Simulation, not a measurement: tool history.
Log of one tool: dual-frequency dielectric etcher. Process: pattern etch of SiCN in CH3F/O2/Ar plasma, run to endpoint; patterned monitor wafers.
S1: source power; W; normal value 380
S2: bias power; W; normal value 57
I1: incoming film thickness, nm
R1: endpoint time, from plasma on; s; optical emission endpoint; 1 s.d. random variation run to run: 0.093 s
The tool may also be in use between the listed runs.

{"run": 1, "hour": 0.0, "S1": 380, "S2": 57, "I1": 6.69, "R1": 21.1}
{"run": 2, "hour": 14.1, "S1": 380, "S2": 57, "I1": 6.71, "R1": 21.3}
{"run": 3, "hour": 28.9, "S1": 380, "S2": 57, "I1": 6.71, "R1": 21.3}
{"run": 4, "hour": 44.3, "S1": 310, "S2": 57, "I1": 6.59, "R1": 22.4}
{"run": 5, "hour": 51.8, "S1": 380, "S2": 57, "I1": 6.7, "R1": 21.2}
{"run": 6, "hour": 64.4, "S1": 380, "S2": 57, "I1": 6.62, "R1": 21.1}
{"run": 7, "hour": 75.7, "S1": 380, "S2": 57, "I1": 6.7, "R1": 21.4}
{"run": 8, "hour": 92.9, "S1": 380, "S2": 57, "I1": 6.66, "R1": 21.2}
{"run": 9, "hour": 108.0, "S1": 380, "S2": 57, "I1": 6.72, "R1": 21.5}
{"hour": 119.4, "done": "source power generator calibrated"}
{"run": 10, "hour": 119.9, "S1": 380, "S2": 57, "I1": 6.74, "R1": 21.8}
{"run": 11, "hour": 122.8, "S1": 380, "S2": 57, "I1": 6.67, "R1": 21.3}
{"run": 12, "hour": 129.6, "S1": 380, "S2": 57, "I1": 6.72, "R1": 21.5}
{"hour": 174.3, "done": "wet clean of the chamber"}
{"run": 13, "hour": 174.8, "S1": 380, "S2": 57, "I1": 6.76, "R1": 20.6}
{"run": 14, "hour": 175.1, "S1": 420, "S2": 57, "I1": 6.69, "R1": 19.8}
{"run": 15, "hour": 177.4, "S1": 380, "S2": 57, "I1": 6.68, "R1": 20.4}
{"run": 16, "hour": 200.7, "S1": 310, "S2": 49, "I1": 6.64, "R1": 22.6}
{"run": 17, "hour": 214.7, "S1": 290, "S2": 49, "I1": 6.71, "R1": 23.4}
{"hour": 239.6, "done": "bias power generator calibrated"}
{"hour": 257.5, "done": "upper electrode replaced"}
{"run": 18, "hour": 258.0, "S1": 380, "S2": 57, "I1": 6.69, "R1": 20.7}
{"run": 19, "hour": 271.7, "S1": 300, "S2": 57, "I1": 6.72, "R1": 22.2}
{"run": 20, "hour": 282.8, "S1": 380, "S2": 57, "I1": 6.74, "R1": 20.7}
{"run": 21, "hour": 290.9, "S1": 380, "S2": 57, "I1": 6.68, "R1": 20.7}
{"run": 22, "hour": 308.8, "S1": 380, "S2": 57, "I1": 6.67, "R1": 20.5}
{"run": 23, "hour": 326.8, "S1": 470, "S2": 66, "I1": 6.77, "R1": 18.9}
{"run": 24, "hour": 338.5, "S1": 290, "S2": 50, "I1": 6.69, "R1": 23.5}
{"run": 25, "hour": 355.4, "S1": 410, "S2": 62, "I1": 6.66, "R1": 19.7}
{"run": 26, "hour": 369.8, "S1": 340, "S2": 71, "I1": 6.78, "R1": 20.6}
{"run": 27, "hour": 387.0, "S1": 290, "S2": 68, "I1": 6.72, "R1": 21.7}
{"run": 28, "hour": 397.7, "S1": 410, "S2": 51, "I1": 6.69, "R1": 20.9}

Branching from run 28: 4 alternative next runs. What would each branch give?
{"run": "A", "hour": 398.1, "S1": 380, "S2": 57, "I1": 6.71, "R1": "?"}
{"run": "B", "hour": 398.1, "S1": 470, "S2": 57, "I1": 6.71, "R1": "?"}
{"run": "C", "hour": 398.1, "S1": 410, "S2": 50, "I1": 6.71, "R1": "?"}
{"run": "D", "hour": 398.1, "S1": 380, "S2": 62, "I1": 6.71, "R1": "?"}

run=A R1=20.9
run=B R1=19.4
run=C R1=21.1
run=D R1=20.4
What these runs would have given with no unlogged condition in the tool:
run=A R1=20.4
run=B R1=19
run=C R1=20.6
run=D R1=19.9
